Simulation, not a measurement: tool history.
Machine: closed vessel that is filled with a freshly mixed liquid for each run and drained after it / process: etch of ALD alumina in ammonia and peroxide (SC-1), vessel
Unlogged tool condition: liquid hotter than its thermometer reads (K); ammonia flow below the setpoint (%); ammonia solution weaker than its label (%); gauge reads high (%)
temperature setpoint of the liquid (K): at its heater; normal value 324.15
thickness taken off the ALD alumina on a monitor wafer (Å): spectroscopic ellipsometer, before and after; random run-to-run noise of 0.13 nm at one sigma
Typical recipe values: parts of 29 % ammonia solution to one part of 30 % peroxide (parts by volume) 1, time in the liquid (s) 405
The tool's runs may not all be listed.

run,hour,temperature setpoint of the liquid (K),parts of 29 % ammonia solution to one part of 30 % peroxide (parts by volume),time in the liquid (s),wafers since the last listed run,hours since the thermometer was replaced,hours since the ammonia flow meter was replaced,hours since the drum of ammonia solution was connected,hours since the gauge calibration,"read-back film thickness of the ALD alumina reference wafer, read on the same gauge (nm)",thickness taken off the ALD alumina on a monitor wafer (Å)
1,0,327.15,1,405,0,2544.2,1379.3,310.4,1185.8,69.99,373
2,28.6,318.15,0.9,405,1413,2572.8,1407.9,339,1214.4,70,227.8
# hour 34.6: new drum of ammonia solution connected
3,41.9,318.15,0.9,405,607,2586.1,1421.2,7.3,1227.7,70.01,226.3
4,55.8,330.15,1,525,686,2600,1435.1,21.2,1241.6,70.01,564.8
# hour 59.5: ammonia flow meter replaced
5,79.2,330.15,1,525,1106,2623.4,19.7,44.6,1265,70,568.5
6,95.3,328.15,1.2,245,795,2639.5,35.8,60.7,1281.1,70.01,241.4
7,119.5,315.15,1,405,1195,2663.7,60,84.9,1305.3,69.98,195.4
# hour 139.4: gauge calibrated
8,149.9,324.15,1.2,500,1501,2694.1,90.4,115.3,10.5,69.98,400.3
9,174.5,324.15,1,330,1215,2718.7,115,139.9,35.1,69.98,260
# hour 189.7: thermometer replaced
10,206.2,324.15,0.75,180,1516,16.5,146.7,171.6,66.8,70.01,150.3
11,227.6,320.65,0.6,405,1057,37.9,168.1,193,88.2,70,271.8
12,250.5,318.65,1.2,605,1131,60.8,191,215.9,111.1,70.02,392.8
13,275,332.65,0.85,265,1210,85.3,215.5,240.4,135.6,70.02,349.9
14,292.1,331.15,1.2,250,844,102.4,232.6,257.5,152.7,69.98,312
15,319.1,328.15,1.2,245,1333,129.4,259.6,284.5,179.7,70.01,261.4
16,354.1,328.15,0.55,405,1729,164.4,294.6,319.5,214.7,69.99,404.9
17,369.7,317.65,0.55,225,770,180,310.2,335.1,230.3,70.01,128.4
18,398.3,324.15,1,405,1413,208.6,338.8,363.7,258.9,69.97,347.5
# hour 418.8: new drum of ammonia solution connected
19,427.5,324.15,0.85,405,1393,237.8,368,8.7,288.1,69.98,342.9

Run 20, settings as shown, results not yet in. Your forecast:
# hour 440: thermometer replaced, repeated, since the last time left the tool worse
20,451.5,324.15,1,405,1136,11.5,392,32.7,312.1,?,?

Run 20 measured read-back film thickness of the ALD alumina reference wafer, read on the same gauge (nm) 69.97, thickness taken off the ALD alumina on a monitor wafer (Å) 292.4.
Had the tool carried no hidden state, the very same run would have given thickness taken off the ALD alumina on a monitor wafer (Å) 291.8.
